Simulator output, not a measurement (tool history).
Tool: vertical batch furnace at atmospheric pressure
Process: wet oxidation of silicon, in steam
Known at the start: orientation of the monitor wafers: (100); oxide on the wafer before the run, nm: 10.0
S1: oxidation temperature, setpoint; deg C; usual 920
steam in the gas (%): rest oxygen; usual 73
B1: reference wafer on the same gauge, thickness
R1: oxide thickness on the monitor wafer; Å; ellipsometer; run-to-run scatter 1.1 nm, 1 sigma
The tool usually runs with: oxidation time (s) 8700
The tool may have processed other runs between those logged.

Run 1, hour 0: usual settings; B1 352.86. Result: R1 3445 Å.
Run 2, hour 47.1: usual settings; B1 353.15. Result: R1 3432.7 Å.
Run 3, hour 68: usual settings; B1 352.83. Result: R1 3454.6 Å.
Run 4, hour 89.4: usual settings; B1 353.11. Result: R1 3447.7 Å.
Run 5, hour 107.4: usual settings but oxidation time (s) 10110; B1 353.06. Result: R1 3844.4 Å.
Run 6, hour 119.8: usual settings; B1 352.97. Result: R1 3448.1 Å.
Run 7, hour 141.8: usual settings; B1 353.26. Result: R1 3427.2 Å.
Run 8, hour 168.8: usual settings but S1 927 deg C; B1 353.21. Result: R1 3648.3 Å.
Run 9, hour 192.2: usual settings but S1 936 deg C; B1 353.1. Result: R1 3943.6 Å.
Run 10, hour 208.5: usual settings but S1 936 deg C; B1 353.24. Result: R1 3947.5 Å.
Run 11, hour 228.8: usual settings but S1 938 deg C; B1 352.74. Result: R1 4006.5 Å.
Run 12, hour 240.7: usual settings; B1 353.19. Result: R1 3444.6 Å.
Run 13, hour 254.1: usual settings; B1 352.97. Result: R1 3428.7 Å.
Run 14, hour 282.9: usual settings but oxidation time (s) 11130; B1 352.78. Result: R1 4152.1 Å.
Run 15, hour 289.9: usual settings; B1 352.94. Result: R1 3440.6 Å.
Run 16, hour 299.9: usual settings but oxidation time (s) 4980, steam in the gas (%) 79; B1 353.17. Result: R1 2366.7 Å.
Run 17, hour 336.4: usual settings but S1 912 deg C, steam in the gas (%) 85; B1 352.96. Result: R1 3415.8 Å.
Run 18, hour 343.5: usual settings; B1 353.25. Result: R1 3292.6 Å.
Run 19, hour 351.6: usual settings but oxidation time (s) 5250, steam in the gas (%) 81; B1 353.04. Result: R1 2388 Å.
Run 20, hour 369.4: usual settings but oxidation time (s) 12300, steam in the gas (%) 69; B1 352.9. Result: R1 4089.9 Å.
Run 21, hour 426.3: usual settings; B1 353.11. Result: R1 3279.1 Å.
Run 22, hour 446.9: usual settings but oxidation time (s) 4920, steam in the gas (%) 81; B1 352.85. Result: R1 2277 Å.
Run 23, hour 469.3: usual settings but S1 940 deg C, oxidation time (s) 6420; B1 353.17. Result: R1 3137.7 Å.
Run 24, hour 494.1: usual settings but S1 897 deg C, steam in the gas (%) 68; B1 353. Result: R1 2439.4 Å.
Run 25, hour 507.1: usual settings; B1 353.01. Result: R1 3296.8 Å.
Run 26, hour 537: usual settings but S1 928 deg C, steam in the gas (%) 66; B1 352.78. Result: R1 3291.3 Å.
Run 27, hour 551.5: usual settings but S1 933 deg C, oxidation time (s) 10320; B1 353.01. Result: R1 4205.6 Å.
Run 28, hour 561.8: usual settings but oxidation time (s) 5040, steam in the gas (%) 79; B1 352.55. Result: R1 2290.8 Å.
Run 29, hour 585.7: usual settings; B1 353.16. Result: R1 3329.3 Å.

Withheld: 4 entries from between the runs. Position of each, and hidden state at the listed run before versus the listed run after:
Runs 8 to 9: gauge calibrated (hour 187.2)
  true tube temperature minus thermocouple reading, K: 5.47 -> 5.48
  measured less the result without the state, R1: +173.1 -> +180.4 Å
Runs 13 to 14: steam generator serviced (hour 282.4)
  true tube temperature minus thermocouple reading, K: 5.51 -> 5.53
  measured less the result without the state, R1: +171.7 -> +198.5 Å
Runs 16 to 17: thermocouples replaced and temperature profile calibrated (hour 335.9)
  true tube temperature minus thermocouple reading, K: 5.53 -> 0.362
  measured less the result without the state, R1: +129.1 -> +12.4 Å
Runs 25 to 26: gauge calibrated (hour 534)
  true tube temperature minus thermocouple reading, K: 1.36 -> 1.52
  measured less the result without the state, R1: +42.3 -> +45.2 Å
